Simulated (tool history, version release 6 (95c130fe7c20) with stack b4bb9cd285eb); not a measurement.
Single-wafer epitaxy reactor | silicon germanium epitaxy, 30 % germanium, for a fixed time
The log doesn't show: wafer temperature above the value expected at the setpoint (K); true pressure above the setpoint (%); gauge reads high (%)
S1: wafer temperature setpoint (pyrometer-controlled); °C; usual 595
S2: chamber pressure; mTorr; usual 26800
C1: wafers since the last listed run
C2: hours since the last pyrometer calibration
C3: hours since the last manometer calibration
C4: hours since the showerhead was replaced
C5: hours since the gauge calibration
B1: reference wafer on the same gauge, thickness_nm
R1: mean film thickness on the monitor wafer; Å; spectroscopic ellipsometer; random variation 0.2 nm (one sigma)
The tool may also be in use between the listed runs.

run,hour,S1,S2,C1,C2,C3,C4,C5,B1,R1
1,0.0,588,26800,0,2941.8,1670.2,7342.3,304.5,73.875,478.35
2,15.7,588,26800,348,2957.5,1685.9,7358.0,320.2,73.877,477.72
3,32.4,588,26800,370,2974.2,1702.6,7374.7,336.9,73.866,478.01
4,47.9,595,28800,344,2989.7,1718.1,7390.2,352.4,73.940,566.89
5,65.6,595,28800,392,3007.4,1735.8,7407.9,370.1,73.845,563.97
6,78.7,595,26800,290,3020.5,1748.9,7421.0,383.2,73.793,555.80
7,87.7,595,26800,199,3029.5,1757.9,7430.0,392.2,73.884,551.31
8,102.7,595,26800,332,3044.5,1772.9,7445.0,407.2,73.863,555.06
9,118.5,595,26800,350,3060.3,1788.7,7460.8,423.0,73.874,555.89
# hour 129.9: gauge calibrated
10,131.6,595,26800,290,3073.4,1801.8,7473.9,1.7,73.911,552.70
11,137.8,595,26800,137,3079.6,1808.0,7480.1,7.9,73.968,557.52
12,151.0,595,26800,292,3092.8,1821.2,7493.3,21.1,73.889,555.57
13,157.8,595,30100,150,3099.6,1828.0,7500.1,27.9,73.908,570.51
# hour 176.3: capacitance manometer re-zeroed and calibrated
14,176.8,595,30100,244,3118.6,0.5,7519.1,46.9,73.821,570.40
15,204.3,595,26800,610,3146.1,28.0,7546.6,74.4,73.870,555.54
# hour 223.4: showerhead replaced
16,223.9,595,26800,257,3165.7,47.6,0.5,94.0,73.976,553.37
17,232.6,586,24200,193,3174.4,56.3,9.2,102.7,73.859,443.91
18,245.1,589,31300,277,3186.9,68.8,21.7,115.2,73.823,508.05
19,255.0,604,32500,219,3196.8,78.7,31.6,125.1,73.907,712.12
20,270.5,595,26800,344,3212.3,94.2,47.1,140.6,73.872,558.95
21,283.3,604,31500,284,3225.1,107.0,59.9,153.4,73.923,699.33
22,298.3,595,30800,332,3240.1,122.0,74.9,168.4,73.951,578.84
23,305.4,587,31200,157,3247.2,129.1,82.0,175.5,73.917,483.91
24,312.9,595,31300,166,3254.7,136.6,89.5,183.0,73.940,582.60
# hour 325.4: pyrometer calibrated
25,325.9,604,30800,110,0.5,149.6,102.5,196.0,73.926,758.14
26,338.2,605,29900,273,12.8,161.9,114.8,208.3,73.906,775.42
27,346.6,584,31000,186,21.2,170.3,123.2,216.7,73.941,501.11
28,353.6,603,30000,155,28.2,177.3,130.2,223.7,73.903,738.99
29,370.0,595,26800,364,44.6,193.7,146.6,240.1,73.930,605.40
30,385.1,603,30000,335,59.7,208.8,161.7,255.2,73.963,736.94
31,391.9,595,32500,150,66.5,215.6,168.5,262.0,73.883,633.80
32,407.1,607,26800,337,81.7,230.8,183.7,277.2,73.965,774.47

4 ways to go on from here, each from the tool as it stands after run 32. What would each give?
A,407.5,595,26800,8,82.1,231.2,184.1,277.6,?,?
B,407.5,595,23700,8,82.1,231.2,184.1,277.6,?,?
C,407.5,601,32400,8,82.1,231.2,184.1,277.6,?,?
D,407.5,595,29800,8,82.1,231.2,184.1,277.6,?,?

run,B1,R1
A,73.880,605.15
B,73.880,586.21
C,73.880,722.77
D,73.880,622.67
Without the tool's hidden state the same runs would have given:
run,R1
A,623.95
B,604.42
C,744.87
D,642.02
